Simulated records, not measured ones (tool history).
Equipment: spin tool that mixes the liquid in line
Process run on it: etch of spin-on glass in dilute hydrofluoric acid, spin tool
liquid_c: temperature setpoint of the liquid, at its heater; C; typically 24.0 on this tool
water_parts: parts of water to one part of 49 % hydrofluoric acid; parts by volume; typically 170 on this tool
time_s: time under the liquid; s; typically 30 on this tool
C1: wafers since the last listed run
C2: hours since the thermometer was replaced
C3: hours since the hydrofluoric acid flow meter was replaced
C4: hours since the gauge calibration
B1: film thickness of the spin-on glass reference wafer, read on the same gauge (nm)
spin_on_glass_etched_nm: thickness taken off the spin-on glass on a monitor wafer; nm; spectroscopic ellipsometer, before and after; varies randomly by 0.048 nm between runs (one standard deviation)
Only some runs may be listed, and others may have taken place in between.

Run 1, hour 0.0: usual settings but liquid_c 20.0 C, time_s 40 s; C1 0; C2 867.4; C3 887.7; C4 1074.9; B1 150.01. Result: spin_on_glass_etched_nm 8.98 nm.
At hour 14.3: thermometer replaced.
Run 2, hour 54.3: usual settings but water_parts 220 parts by volume, time_s 45 s; C1 1128; C2 40.0; C3 942.0; C4 1129.2; B1 150.00. Result: spin_on_glass_etched_nm 8.44 nm.
At hour 95.2: hydrofluoric acid flow meter replaced.
Run 3, hour 144.8: usual settings but water_parts 220 parts by volume, time_s 45 s; C1 1895; C2 130.5; C3 49.6; C4 1219.7; B1 149.98. Result: spin_on_glass_etched_nm 8.12 nm.
Run 4, hour 220.0: usual settings; C1 1592; C2 205.7; C3 124.8; C4 1294.9; B1 150.00. Result: spin_on_glass_etched_nm 7.44 nm.
Run 5, hour 301.4: usual settings; C1 1723; C2 287.1; C3 206.2; C4 1376.3; B1 150.01. Result: spin_on_glass_etched_nm 7.53 nm.
Run 6, hour 365.0: usual settings but water_parts 120 parts by volume; C1 1346; C2 350.7; C3 269.8; C4 1439.9; B1 150.03. Result: spin_on_glass_etched_nm 11.19 nm.
Run 7, hour 418.4: usual settings but water_parts 120 parts by volume; C1 1130; C2 404.1; C3 323.2; C4 1493.3; B1 149.98. Result: spin_on_glass_etched_nm 11.30 nm.
Run 8, hour 478.5: usual settings but liquid_c 27.5 C; C1 1272; C2 464.2; C3 383.3; C4 1553.4; B1 149.99. Result: spin_on_glass_etched_nm 8.64 nm.
Run 9, hour 517.2: usual settings but liquid_c 27.5 C; C1 819; C2 502.9; C3 422.0; C4 1592.1; B1 150.01. Result: spin_on_glass_etched_nm 8.72 nm.
Run 10, hour 581.0: usual settings but liquid_c 27.0 C, water_parts 195 parts by volume; C1 1351; C2 566.7; C3 485.8; C4 1655.9; B1 150.02. Result: spin_on_glass_etched_nm 7.18 nm.
Run 11, hour 618.0: usual settings but liquid_c 27.0 C, water_parts 195 parts by volume; C1 783; C2 603.7; C3 522.8; C4 1692.9; B1 150.00. Result: spin_on_glass_etched_nm 7.29 nm.
Run 12, hour 714.0: usual settings but time_s 15 s; C1 2033; C2 699.7; C3 618.8; C4 1788.9; B1 149.99. Result: spin_on_glass_etched_nm 3.86 nm.
Run 13, hour 792.3: usual settings but time_s 15 s; C1 1658; C2 778.0; C3 697.1; C4 1867.2; B1 150.00. Result: spin_on_glass_etched_nm 3.90 nm.
Run 14, hour 863.1: usual settings; C1 1499; C2 848.8; C3 767.9; C4 1938.0; B1 150.01. Result: spin_on_glass_etched_nm 7.82 nm.
Run 15, hour 903.0: usual settings but time_s 35 s; C1 845; C2 888.7; C3 807.8; C4 1977.9; B1 149.98. Result: spin_on_glass_etched_nm 9.18 nm.
At hour 932.8: thermometer replaced.
Run 16, hour 1052.9: usual settings but liquid_c 19.5 C; C1 3153; C2 120.1; C3 957.7; C4 2127.8; B1 150.01. Result: spin_on_glass_etched_nm 6.43 nm.
At hour 1143.8: hydrofluoric acid flow meter replaced.
Run 17, hour 1160.6: usual settings but liquid_c 27.5 C, water_parts 235 parts by volume, time_s 20 s; C1 2259; C2 227.8; C3 16.8; C4 2235.5; B1 150.01. Result: spin_on_glass_etched_nm 3.75 nm.
Run 18, hour 1268.6: usual settings; C1 2287; C2 335.8; C3 124.8; C4 2343.5; B1 150.00. Result: spin_on_glass_etched_nm 7.51 nm.
Run 19, hour 1345.2: usual settings but water_parts 100 parts by volume, time_s 40 s; C1 1622; C2 412.4; C3 201.4; C4 2420.1; B1 150.01. Result: spin_on_glass_etched_nm 18.47 nm.
At hour 1439.0: gauge calibrated.
Run 20, hour 1441.7: usual settings but liquid_c 28.5 C, time_s 40 s; C1 2043; C2 508.9; C3 297.9; C4 2.7; B1 149.99. Result: spin_on_glass_etched_nm 12.04 nm.
Run 21, hour 1527.2: usual settings but liquid_c 20.0 C; C1 1810; C2 594.4; C3 383.4; C4 88.2; B1 150.02. Result: spin_on_glass_etched_nm 6.53 nm.
Run 22, hour 1619.3: usual settings but liquid_c 26.0 C; C1 1950; C2 686.5; C3 475.5; C4 180.3; B1 150.02. Result: spin_on_glass_etched_nm 8.36 nm.
Run 23, hour 1682.0: usual settings but water_parts 205 parts by volume, time_s 25 s; C1 1327; C2 749.2; C3 538.2; C4 243.0; B1 150.02. Result: spin_on_glass_etched_nm 5.16 nm.
Run 24, hour 1787.9: usual settings but liquid_c 22.0 C, water_parts 220 parts by volume, time_s 45 s; C1 2242; C2 855.1; C3 644.1; C4 348.9; B1 150.00. Result: spin_on_glass_etched_nm 8.04 nm.
Run 25, hour 1830.3: usual settings but water_parts 220 parts by volume, time_s 45 s; C1 897; C2 897.5; C3 686.5; C4 391.3; B1 150.03. Result: spin_on_glass_etched_nm 8.63 nm.
At hour 1851.4: thermometer replaced.
Run 26, hour 1882.7: usual settings but liquid_c 21.0 C, water_parts 255 parts by volume, time_s 15 s; C1 1088; C2 31.3; C3 738.9; C4 443.7; B1 149.99. Result: spin_on_glass_etched_nm 2.07 nm.
Run 27, hour 1972.5: usual settings but water_parts 205 parts by volume, time_s 25 s; C1 1901; C2 121.1; C3 828.7; C4 533.5; B1 149.98. Result: spin_on_glass_etched_nm 5.04 nm.
Run 28, hour 2061.7: usual settings but liquid_c 27.5 C, water_parts 250 parts by volume; C1 1889; C2 210.3; C3 917.9; C4 622.7; B1 149.99. Result: spin_on_glass_etched_nm 5.48 nm.

Here are 4 independent what-if runs from the current tool condition. What would each one return?
Run A, hour 2062.1: usual settings; C1 8; C2 210.7; C3 918.3; C4 623.1; B1 ?. Result: spin_on_glass_etched_nm ?.
Run B, hour 2062.1: usual settings but water_parts 85 parts by volume; C1 8; C2 210.7; C3 918.3; C4 623.1; B1 ?. Result: spin_on_glass_etched_nm ?.
Run C, hour 2062.1: usual settings but liquid_c 21.5 C, water_parts 210 parts by volume; C1 8; C2 210.7; C3 918.3; C4 623.1; B1 ?. Result: spin_on_glass_etched_nm ?.
Run D, hour 2062.1: usual settings but water_parts 240 parts by volume; C1 8; C2 210.7; C3 918.3; C4 623.1; B1 ?. Result: spin_on_glass_etched_nm ?.

run      B1  spin_on_glass_etched_nm
  A  150.02                     7.63
  B  150.02                    16.84
  C  150.02                     5.39
  D  150.02                     5.02
With the hidden condition removed and each run's random variation left untouched, the same runs would have given:
run  spin_on_glass_etched_nm
  A                     7.29
  B                    16.11
  C                     5.14
  D                     4.79
